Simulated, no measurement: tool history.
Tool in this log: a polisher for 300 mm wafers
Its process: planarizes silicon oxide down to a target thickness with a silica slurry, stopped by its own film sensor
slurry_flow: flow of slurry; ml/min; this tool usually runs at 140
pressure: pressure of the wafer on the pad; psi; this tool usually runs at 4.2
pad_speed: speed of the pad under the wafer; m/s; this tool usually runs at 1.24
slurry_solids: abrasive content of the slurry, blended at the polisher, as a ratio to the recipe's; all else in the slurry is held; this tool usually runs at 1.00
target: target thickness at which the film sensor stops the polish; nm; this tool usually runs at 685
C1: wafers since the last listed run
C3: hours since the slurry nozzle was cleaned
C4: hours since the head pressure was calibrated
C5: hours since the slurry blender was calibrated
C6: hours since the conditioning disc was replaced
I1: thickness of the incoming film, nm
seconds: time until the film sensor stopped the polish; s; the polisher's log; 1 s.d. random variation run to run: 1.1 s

Run 1, hour 0.0: usual settings but pad_speed 1.06 m/s, slurry_solids 1.10; C1 0; wafers polished on this pad 373; C3 165.7; C4 549.1; C5 11.5; C6 71.0; I1 938.5. Result: seconds 78.2 s.
Run 2, hour 41.5: usual settings; C1 224; wafers polished on this pad 598; C3 207.2; C4 590.6; C5 53.0; C6 112.5; I1 943.3. Result: seconds 79.8 s.
Run 3, hour 101.9: usual settings but slurry_solids 1.15, target 744 nm; C1 327; wafers polished on this pad 926; C3 267.6; C4 651.0; C5 113.4; C6 172.9; I1 928.4. Result: seconds 55.3 s.
Run 4, hour 140.6: usual settings but pressure 3.1 psi; C1 209; wafers polished on this pad 1136; C3 306.3; C4 689.7; C5 152.1; C6 211.6; I1 945.3. Result: seconds 117.6 s.
Run 5, hour 194.7: usual settings but pressure 3.1 psi; C1 293; wafers polished on this pad 1429; C3 360.4; C4 743.8; C5 206.2; C6 265.7; I1 943.9. Result: seconds 119.9 s.
At hour 221.7: worn pad replaced by a new one.
At hour 232.2: conditioning disc replaced and pad reconditioned.
At hour 245.4: slurry blender recalibrated.
Run 6, hour 262.3: usual settings but pressure 3.1 psi; C1 323; wafers polished on this pad 198; C3 428.0; C4 811.4; C5 16.9; C6 30.1; I1 970.2. Result: seconds 107.3 s.
At hour 286.8: slurry nozzle cleaned.
Run 7, hour 310.6: usual settings; C1 256; wafers polished on this pad 454; C3 23.8; C4 859.7; C5 65.2; C6 78.4; I1 953.3. Result: seconds 76.9 s.
Run 8, hour 340.8: usual settings; C1 163; wafers polished on this pad 618; C3 54.0; C4 889.9; C5 95.4; C6 108.6; I1 957.0. Result: seconds 81.7 s.
Run 9, hour 385.4: usual settings; C1 241; wafers polished on this pad 860; C3 98.6; C4 934.5; C5 140.0; C6 153.2; I1 960.7. Result: seconds 85.6 s.
Run 10, hour 441.6: usual settings; C1 304; wafers polished on this pad 1164; C3 154.8; C4 990.7; C5 196.2; C6 209.4; I1 953.5. Result: seconds 88.6 s.
At hour 491.4: worn pad replaced by a new one.
Run 11, hour 501.6: usual settings; C1 303; wafers polished on this pad 55; C3 214.8; C4 1050.7; C5 256.2; C6 269.4; I1 944.3. Result: seconds 79.9 s.
At hour 513.4: slurry blender recalibrated.
At hour 539.4: conditioning disc replaced and pad reconditioned.
Run 12, hour 547.4: usual settings but pad_speed 1.04 m/s; C1 226; wafers polished on this pad 281; C3 260.6; C4 1096.5; C5 34.0; C6 8.0; I1 940.9. Result: seconds 84.1 s.
Run 13, hour 615.8: usual settings but slurry_flow 95 ml/min; C1 370; wafers polished on this pad 652; C3 329.0; C4 1164.9; C5 102.4; C6 76.4; I1 937.5. Result: seconds 79.1 s.
Run 14, hour 671.2: usual settings but pressure 5.1 psi, pad_speed 1.56 m/s; C1 300; wafers polished on this pad 952; C3 384.4; C4 1220.3; C5 157.8; C6 131.8; I1 945.5. Result: seconds 58.2 s.
Run 15, hour 740.1: usual settings; C1 373; wafers polished on this pad 1326; C3 453.3; C4 1289.2; C5 226.7; C6 200.7; I1 951.6. Result: seconds 89.6 s.
At hour 767.3: worn pad replaced by a new one.
At hour 777.2: head pressure recalibrated.
At hour 788.0: slurry blender recalibrated.
Run 16, hour 794.1: usual settings but pad_speed 1.36 m/s, slurry_solids 1.25; C1 249; wafers polished on this pad 123; C3 507.3; C4 16.9; C5 6.1; C6 254.7; I1 959.3. Result: seconds 71.4 s.
At hour 813.1: slurry nozzle cleaned.
At hour 817.1: conditioning disc replaced and pad reconditioned.
Run 17, hour 863.8: usual settings but slurry_flow 105 ml/min, pad_speed 1.42 m/s, slurry_solids 0.70, target 656 nm; C1 361; wafers polished on this pad 484; C3 50.7; C4 86.6; C5 75.8; C6 46.7; I1 956.3. Result: seconds 98.3 s.
Run 18, hour 898.1: usual settings but pressure 3.2 psi; C1 185; wafers polished on this pad 670; C3 85.0; C4 120.9; C5 110.1; C6 81.0; I1 952.8. Result: seconds 104.7 s.
Run 19, hour 954.7: usual settings but slurry_flow 170 ml/min, slurry_solids 0.80; C1 306; wafers polished on this pad 977; C3 141.6; C4 177.5; C5 166.7; C6 137.6; I1 970.0. Result: seconds 97.1 s.
Run 20, hour 1012.4: usual settings but slurry_flow 125 ml/min, pressure 3.2 psi, pad_speed 1.46 m/s, slurry_solids 0.85; C1 312; wafers polished on this pad 1290; C3 199.3; C4 235.2; C5 224.4; C6 195.3; I1 955.2. Result: seconds 113.1 s.
Run 21, hour 1051.6: usual settings but target 728 nm; C1 212; wafers polished on this pad 1502; C3 238.5; C4 274.4; C5 263.6; C6 234.5; I1 950.1. Result: seconds 76.1 s.
At hour 1060.0: worn pad replaced by a new one.
Run 22, hour 1101.2: usual settings but pressure 4.8 psi, target 636 nm; C1 247; wafers polished on this pad 223; C3 288.1; C4 324.0; C5 313.2; C6 284.1; I1 934.3. Result: seconds 88.7 s.
At hour 1108.0: slurry blender recalibrated.
At hour 1112.0: conditioning disc replaced and pad reconditioned.
Run 23, hour 1161.7: usual settings but pad_speed 1.06 m/s; C1 306; wafers polished on this pad 529; C3 348.6; C4 384.5; C5 53.7; C6 49.7; I1 960.1. Result: seconds 91.8 s.
Run 24, hour 1223.5: usual settings but pressure 5.1 psi, pad_speed 1.56 m/s; C1 334; wafers polished on this pad 864; C3 410.4; C4 446.3; C5 115.5; C6 111.5; I1 949.4. Result: seconds 58.0 s.

What if the next run were any one of these 5? Each begins from the tool's condition after run 24:
Run A, hour 1224.0: usual settings; C1 2; wafers polished on this pad 867; C3 410.9; C4 446.8; C5 116.0; C6 112.0; I1 939.7. Result: seconds ?.
Run B, hour 1224.0: usual settings but slurry_solids 0.80; C1 2; wafers polished on this pad 867; C3 410.9; C4 446.8; C5 116.0; C6 112.0; I1 939.7. Result: seconds ?.
Run C, hour 1224.0: usual settings but slurry_solids 0.75; C1 2; wafers polished on this pad 867; C3 410.9; C4 446.8; C5 116.0; C6 112.0; I1 939.7. Result: seconds ?.
Run D, hour 1224.0: usual settings but pad_speed 1.68 m/s; C1 2; wafers polished on this pad 867; C3 410.9; C4 446.8; C5 116.0; C6 112.0; I1 939.7. Result: seconds ?.
Run E, hour 1224.0: usual settings but pressure 3.7 psi, pad_speed 1.44 m/s; C1 2; wafers polished on this pad 867; C3 410.9; C4 446.8; C5 116.0; C6 112.0; I1 939.7. Result: seconds ?.

run  seconds
  A     78.1
  B     87.3
  C     90.3
  D     62.0
  E     78.8
Without the tool's unlogged condition, the same runs would have read:
run  seconds
  A     65.5
  B     73.2
  C     75.7
  D     51.4
  E     66.0

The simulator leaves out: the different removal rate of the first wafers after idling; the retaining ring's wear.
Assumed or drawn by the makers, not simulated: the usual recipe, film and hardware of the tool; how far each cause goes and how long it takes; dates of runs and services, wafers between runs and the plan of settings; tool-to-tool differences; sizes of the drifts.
